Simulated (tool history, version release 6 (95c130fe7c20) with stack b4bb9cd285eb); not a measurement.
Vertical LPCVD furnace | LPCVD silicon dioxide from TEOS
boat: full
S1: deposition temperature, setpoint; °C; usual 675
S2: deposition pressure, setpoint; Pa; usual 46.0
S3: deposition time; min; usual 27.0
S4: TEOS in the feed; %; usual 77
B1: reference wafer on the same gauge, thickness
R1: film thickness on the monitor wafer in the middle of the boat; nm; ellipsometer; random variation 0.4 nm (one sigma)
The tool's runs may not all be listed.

{"run": 1, "hour": 0.0, "S1": 675, "S2": 46.0, "S3": 27.0, "S4": 77, "B1": 110.86, "R1": 129.72}
{"run": 2, "hour": 12.2, "S1": 675, "S2": 46.0, "S3": 27.0, "S4": 77, "B1": 110.96, "R1": 129.84}
{"run": 3, "hour": 40.1, "S1": 675, "S2": 46.0, "S3": 27.0, "S4": 77, "B1": 110.94, "R1": 130.35}
{"run": 4, "hour": 66.6, "S1": 675, "S2": 46.0, "S3": 27.0, "S4": 77, "B1": 110.88, "R1": 130.43}
{"run": 5, "hour": 80.8, "S1": 675, "S2": 46.0, "S3": 27.0, "S4": 77, "B1": 111.06, "R1": 130.15}
{"run": 6, "hour": 105.5, "S1": 675, "S2": 42.0, "S3": 18.5, "S4": 77, "B1": 110.88, "R1": 85.51}
{"run": 7, "hour": 140.4, "S1": 675, "S2": 42.0, "S3": 18.5, "S4": 77, "B1": 110.88, "R1": 85.49}
{"hour": 176.4, "done": "TEOS flow controller replaced"}
{"run": 8, "hour": 176.9, "S1": 675, "S2": 42.0, "S3": 18.5, "S4": 77, "B1": 111.11, "R1": 85.41}
{"run": 9, "hour": 192.1, "S1": 675, "S2": 46.0, "S3": 27.0, "S4": 77, "B1": 111.07, "R1": 129.66}
{"run": 10, "hour": 213.2, "S1": 686, "S2": 46.0, "S3": 27.0, "S4": 77, "B1": 111.07, "R1": 170.2}
{"run": 11, "hour": 226.4, "S1": 675, "S2": 46.0, "S3": 20.0, "S4": 77, "B1": 110.93, "R1": 97.51}
{"run": 12, "hour": 241.4, "S1": 670, "S2": 46.0, "S3": 37.5, "S4": 77, "B1": 111.03, "R1": 160.14}
{"run": 13, "hour": 260.1, "S1": 675, "S2": 46.0, "S3": 27.0, "S4": 77, "B1": 110.97, "R1": 131.3}
{"run": 14, "hour": 282.4, "S1": 675, "S2": 46.0, "S3": 27.0, "S4": 67, "B1": 110.95, "R1": 121.41}
{"run": 15, "hour": 296.6, "S1": 669, "S2": 42.0, "S3": 27.0, "S4": 69, "B1": 111.08, "R1": 101.83}
{"hour": 303.1, "done": "gauge calibrated"}
{"run": 16, "hour": 331.8, "S1": 675, "S2": 46.0, "S3": 27.0, "S4": 77, "B1": 110.97, "R1": 131.68}
{"hour": 363.5, "done": "thermocouples replaced and temperature profile calibrated"}
{"run": 17, "hour": 364.0, "S1": 675, "S2": 46.0, "S3": 38.0, "S4": 63, "B1": 111.02, "R1": 148.88}
{"run": 18, "hour": 377.7, "S1": 675, "S2": 39.3, "S3": 27.0, "S4": 77, "B1": 111.07, "R1": 109.1}
{"run": 19, "hour": 399.4, "S1": 683, "S2": 55.3, "S3": 27.0, "S4": 77, "B1": 110.92, "R1": 156.23}
{"hour": 426.7, "done": "pressure gauge zeroed"}
{"run": 20, "hour": 474.3, "S1": 675, "S2": 46.0, "S3": 27.0, "S4": 77, "B1": 110.86, "R1": 117.77}
{"run": 21, "hour": 487.8, "S1": 675, "S2": 46.0, "S3": 27.0, "S4": 77, "B1": 111.09, "R1": 117.4}
{"run": 22, "hour": 513.3, "S1": 675, "S2": 46.0, "S3": 27.0, "S4": 77, "B1": 110.82, "R1": 118.17}
{"run": 23, "hour": 546.8, "S1": 664, "S2": 50.7, "S3": 27.0, "S4": 77, "B1": 110.94, "R1": 94.49}
{"run": 24, "hour": 566.1, "S1": 675, "S2": 46.0, "S3": 27.0, "S4": 77, "B1": 111.07, "R1": 118.23}
{"run": 25, "hour": 600.9, "S1": 675, "S2": 46.0, "S3": 27.0, "S4": 77, "B1": 111.03, "R1": 118.0}
{"run": 26, "hour": 612.9, "S1": 675, "S2": 56.7, "S3": 37.5, "S4": 77, "B1": 111.11, "R1": 183.13}
{"run": 27, "hour": 648.2, "S1": 675, "S2": 46.0, "S3": 27.0, "S4": 77, "B1": 110.99, "R1": 118.9}
{"run": 28, "hour": 680.1, "S1": 672, "S2": 56.7, "S3": 30.0, "S4": 62, "B1": 111.03, "R1": 122.35}
{"run": 29, "hour": 705.8, "S1": 675, "S2": 34.7, "S3": 19.5, "S4": 87, "B1": 110.87, "R1": 78.88}
{"run": 30, "hour": 730.2, "S1": 667, "S2": 46.0, "S3": 27.0, "S4": 84, "B1": 111.03, "R1": 101.66}

5 ways to go on from here, each from the tool as it stands after run 30. What would each give?
{"run": "A", "hour": 734.1, "S1": 671, "S2": 46.0, "S3": 27.0, "S4": 77, "B1": "?", "R1": "?"}
{"run": "B", "hour": 734.1, "S1": 667, "S2": 53.3, "S3": 36.0, "S4": 84, "B1": "?", "R1": "?"}
{"run": "C", "hour": 734.1, "S1": 675, "S2": 46.0, "S3": 18.0, "S4": 77, "B1": "?", "R1": "?"}
{"run": "D", "hour": 734.1, "S1": 665, "S2": 46.0, "S3": 20.5, "S4": 77, "B1": "?", "R1": "?"}
{"run": "E", "hour": 734.1, "S1": 675, "S2": 46.0, "S3": 27.0, "S4": 84, "B1": "?", "R1": "?"}

run=A B1=111.03 R1=107.19
run=B B1=111.03 R1=145.56
run=C B1=111.03 R1=78.84
run=D B1=111.03 R1=70.11
run=E B1=111.03 R1=123.52
Without the tool's hidden state the same runs would have given:
run=A R1=105.11
run=B R1=142.72
run=C R1=77.33
run=D R1=68.74
run=E R1=121.15
